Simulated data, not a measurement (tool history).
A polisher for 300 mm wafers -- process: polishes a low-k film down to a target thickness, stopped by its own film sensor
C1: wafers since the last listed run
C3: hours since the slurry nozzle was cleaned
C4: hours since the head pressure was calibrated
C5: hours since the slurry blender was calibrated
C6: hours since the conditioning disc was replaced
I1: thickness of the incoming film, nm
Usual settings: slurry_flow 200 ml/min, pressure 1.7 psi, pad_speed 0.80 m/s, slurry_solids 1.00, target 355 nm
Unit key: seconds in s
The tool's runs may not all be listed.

Run 1, hour 0.0: usual settings but target 357 nm; C1 0; wafers polished on this pad 233; C3 5.2; C4 1311.3; C5 349.2; C6 46.3; I1 382.5. Result: seconds 101.5 s.
Run 2, hour 9.3: usual settings but target 357 nm; C1 81; wafers polished on this pad 314; C3 14.5; C4 1320.6; C5 358.5; C6 55.6; I1 381.6. Result: seconds 99.4 s.
Run 3, hour 18.1: usual settings but slurry_solids 0.90; C1 77; wafers polished on this pad 391; C3 23.3; C4 1329.4; C5 367.3; C6 64.4; I1 386.6. Result: seconds 135.0 s.
Run 4, hour 25.0: usual settings but target 348 nm; C1 60; wafers polished on this pad 452; C3 30.2; C4 1336.3; C5 374.2; C6 71.3; I1 384.7. Result: seconds 151.2 s.
Run 5, hour 51.8: usual settings but slurry_solids 1.15; C1 234; wafers polished on this pad 686; C3 57.0; C4 1363.1; C5 401.0; C6 98.1; I1 379.7. Result: seconds 95.3 s.
At hour 56.7: conditioning disc replaced and pad reconditioned.
Run 6, hour 59.8: usual settings but slurry_solids 1.15; C1 52; wafers polished on this pad 739; C3 65.0; C4 1371.1; C5 409.0; C6 3.1; I1 376.7. Result: seconds 83.9 s.
Run 7, hour 74.9: usual settings but slurry_solids 1.15; C1 132; wafers polished on this pad 871; C3 80.1; C4 1386.2; C5 424.1; C6 18.2; I1 379.7. Result: seconds 92.8 s.
At hour 81.4: head pressure recalibrated.
Run 8, hour 82.2: usual settings but pad_speed 0.72 m/s; C1 46; wafers polished on this pad 917; C3 87.4; C4 0.8; C5 431.4; C6 25.5; I1 380.3. Result: seconds 113.0 s.
Run 9, hour 97.1: usual settings; C1 130; wafers polished on this pad 1048; C3 102.3; C4 15.7; C5 446.3; C6 40.4; I1 374.9. Result: seconds 81.6 s.
Run 10, hour 110.8: usual settings but pad_speed 0.64 m/s; C1 119; wafers polished on this pad 1168; C3 116.0; C4 29.4; C5 460.0; C6 54.1; I1 376.7. Result: seconds 109.4 s.
Run 11, hour 119.3: usual settings but pressure 2.2 psi, pad_speed 0.70 m/s, slurry_solids 0.80, target 348 nm; C1 74; wafers polished on this pad 1242; C3 124.5; C4 37.9; C5 468.5; C6 62.6; I1 382.6. Result: seconds 139.2 s.
Run 12, hour 133.7: usual settings but slurry_solids 0.70, target 361 nm; C1 126; wafers polished on this pad 1368; C3 138.9; C4 52.3; C5 482.9; C6 77.0; I1 380.9. Result: seconds 96.9 s.
Run 13, hour 148.6: usual settings; C1 130; wafers polished on this pad 1499; C3 153.8; C4 67.2; C5 497.8; C6 91.9; I1 374.7. Result: seconds 83.4 s.
At hour 154.3: worn pad replaced by a new one.
At hour 165.1: conditioning disc replaced and pad reconditioned.
Run 14, hour 165.6: usual settings but pad_speed 1.06 m/s, slurry_solids 1.15, target 351 nm; C1 96; wafers polished on this pad 81; C3 170.8; C4 84.2; C5 514.8; C6 0.5; I1 383.7. Result: seconds 105.3 s.
At hour 175.8: slurry blender recalibrated.
Run 15, hour 189.3: usual settings but slurry_flow 235 ml/min, target 362 nm; C1 189; wafers polished on this pad 271; C3 194.5; C4 107.9; C5 13.5; C6 24.2; I1 375.3. Result: seconds 55.9 s.
Run 16, hour 199.7: usual settings but slurry_flow 150 ml/min, pad_speed 0.66 m/s; C1 91; wafers polished on this pad 362; C3 204.9; C4 118.3; C5 23.9; C6 34.6; I1 383.1. Result: seconds 153.6 s.
At hour 210.9: slurry nozzle cleaned.
Run 17, hour 245.3: usual settings but target 350 nm; C1 390; wafers polished on this pad 753; C3 34.4; C4 163.9; C5 69.5; C6 80.2; I1 379.1. Result: seconds 116.2 s.
Run 18, hour 259.0: usual settings but pressure 1.1 psi, slurry_solids 1.10; C1 119; wafers polished on this pad 873; C3 48.1; C4 177.6; C5 83.2; C6 93.9; I1 376.6. Result: seconds 131.2 s.
At hour 265.4: conditioning disc replaced and pad reconditioned.
Run 19, hour 274.7: usual settings but slurry_flow 145 ml/min, pressure 1.2 psi, pad_speed 0.52 m/s, slurry_solids 1.10; C1 119; wafers polished on this pad 993; C3 63.8; C4 193.3; C5 98.9; C6 9.3; I1 374.0. Result: seconds 153.0 s.
Run 20, hour 282.3: usual settings but pad_speed 0.54 m/s; C1 66; wafers polished on this pad 1059; C3 71.4; C4 200.9; C5 106.5; C6 16.9; I1 384.3. Result: seconds 167.1 s.
Run 21, hour 298.3: usual settings; C1 140; wafers polished on this pad 1199; C3 87.4; C4 216.9; C5 122.5; C6 32.9; I1 380.6. Result: seconds 106.2 s.
At hour 304.8: worn pad replaced by a new one.
Run 22, hour 307.4: usual settings but slurry_flow 165 ml/min, pressure 2.2 psi, pad_speed 1.06 m/s; C1 44; wafers polished on this pad 22; C3 96.5; C4 226.0; C5 131.6; C6 42.0; I1 384.5. Result: seconds 79.3 s.
Run 23, hour 324.7: usual settings; C1 151; wafers polished on this pad 174; C3 113.8; C4 243.3; C5 148.9; C6 59.3; I1 380.1. Result: seconds 104.4 s.
Run 24, hour 338.8: usual settings; C1 123; wafers polished on this pad 297; C3 127.9; C4 257.4; C5 163.0; C6 73.4; I1 380.9. Result: seconds 107.9 s.
At hour 355.0: conditioning disc replaced and pad reconditioned.
Run 25, hour 356.1: usual settings but slurry_flow 165 ml/min, slurry_solids 1.15, target 347 nm; C1 133; wafers polished on this pad 431; C3 145.2; C4 274.7; C5 180.3; C6 1.1; I1 376.0. Result: seconds 120.7 s.
Run 26, hour 365.8: usual settings but slurry_flow 265 ml/min, pressure 2.0 psi; C1 84; wafers polished on this pad 516; C3 154.9; C4 284.4; C5 190.0; C6 10.8; I1 381.5. Result: seconds 91.7 s.

Forecast each of these 3 alternatives for the next run:
Run A, hour 366.2: usual settings but pad_speed 1.02 m/s; C1 3; wafers polished on this pad 520; C3 155.3; C4 284.8; C5 190.4; C6 11.2; I1 377.1. Result: seconds ?.
Run B, hour 366.2: usual settings but slurry_flow 145 ml/min; C1 3; wafers polished on this pad 520; C3 155.3; C4 284.8; C5 190.4; C6 11.2; I1 377.1. Result: seconds ?.
Run C, hour 366.2: usual settings but slurry_flow 270 ml/min; C1 3; wafers polished on this pad 520; C3 155.3; C4 284.8; C5 190.4; C6 11.2; I1 377.1. Result: seconds ?.

run  seconds
  A     78.4
  B    101.1
  C     91.0
The same runs, with their run-to-run variation unchanged, on a tool lacking any hidden condition would have given:
run  seconds
  A     74.2
  B     94.1
  C     87.2
